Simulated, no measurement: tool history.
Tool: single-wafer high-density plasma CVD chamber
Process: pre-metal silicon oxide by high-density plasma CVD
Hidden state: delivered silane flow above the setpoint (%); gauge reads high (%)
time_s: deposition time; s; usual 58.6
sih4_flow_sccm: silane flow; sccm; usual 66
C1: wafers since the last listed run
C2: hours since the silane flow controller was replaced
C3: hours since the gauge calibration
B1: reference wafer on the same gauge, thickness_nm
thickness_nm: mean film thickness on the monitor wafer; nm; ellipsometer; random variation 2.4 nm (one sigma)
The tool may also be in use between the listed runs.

{"run": 1, "hour": 0.0, "time_s": 58.6, "sih4_flow_sccm": 66, "C1": 0, "C2": 1969.8, "C3": 441.8, "B1": 445.523, "thickness_nm": 408.865}
{"hour": 16.3, "done": "gauge calibrated"}
{"run": 2, "hour": 133.3, "time_s": 58.6, "sih4_flow_sccm": 66, "C1": 1190, "C2": 2103.1, "C3": 117, "B1": 445.444, "thickness_nm": 404.082}
{"run": 3, "hour": 166.8, "time_s": 58.6, "sih4_flow_sccm": 66, "C1": 299, "C2": 2136.6, "C3": 150.5, "B1": 445.623, "thickness_nm": 404.768}
{"run": 4, "hour": 229.8, "time_s": 58.6, "sih4_flow_sccm": 66, "C1": 562, "C2": 2199.6, "C3": 213.5, "B1": 446.183, "thickness_nm": 403.563}
{"run": 5, "hour": 300.9, "time_s": 58.6, "sih4_flow_sccm": 66, "C1": 634, "C2": 2270.7, "C3": 284.6, "B1": 445.78, "thickness_nm": 403.646}
{"run": 6, "hour": 393.1, "time_s": 58.6, "sih4_flow_sccm": 72, "C1": 823, "C2": 2362.9, "C3": 376.8, "B1": 446.808, "thickness_nm": 435.287}
{"run": 7, "hour": 555.9, "time_s": 58.6, "sih4_flow_sccm": 72, "C1": 1453, "C2": 2525.7, "C3": 539.6, "B1": 445.263, "thickness_nm": 436.309}
{"hour": 560.2, "done": "gauge calibrated"}
{"hour": 569.8, "done": "silane flow controller replaced"}
{"run": 8, "hour": 605.3, "time_s": 65.6, "sih4_flow_sccm": 75, "C1": 369, "C2": 35.5, "C3": 45.1, "B1": 445.456, "thickness_nm": 498.1}
{"run": 9, "hour": 632.0, "time_s": 62.8, "sih4_flow_sccm": 77, "C1": 238, "C2": 62.2, "C3": 71.8, "B1": 446.022, "thickness_nm": 489.826}
{"run": 10, "hour": 663.2, "time_s": 58.6, "sih4_flow_sccm": 78, "C1": 278, "C2": 93.4, "C3": 103, "B1": 446.228, "thickness_nm": 462.591}
{"run": 11, "hour": 721.5, "time_s": 58.6, "sih4_flow_sccm": 66, "C1": 520, "C2": 151.7, "C3": 161.3, "B1": 445.243, "thickness_nm": 403.072}

Forecast run 12:
{"run": 12, "hour": 771.9, "time_s": 54.8, "sih4_flow_sccm": 58, "C1": 450, "C2": 202.1, "C3": 211.7, "B1": "?", "thickness_nm": "?"}

B1: 445.65
thickness_nm: 344.943 nm
Without the tool's hidden state the same run would have given thickness_nm 344.943 nm.

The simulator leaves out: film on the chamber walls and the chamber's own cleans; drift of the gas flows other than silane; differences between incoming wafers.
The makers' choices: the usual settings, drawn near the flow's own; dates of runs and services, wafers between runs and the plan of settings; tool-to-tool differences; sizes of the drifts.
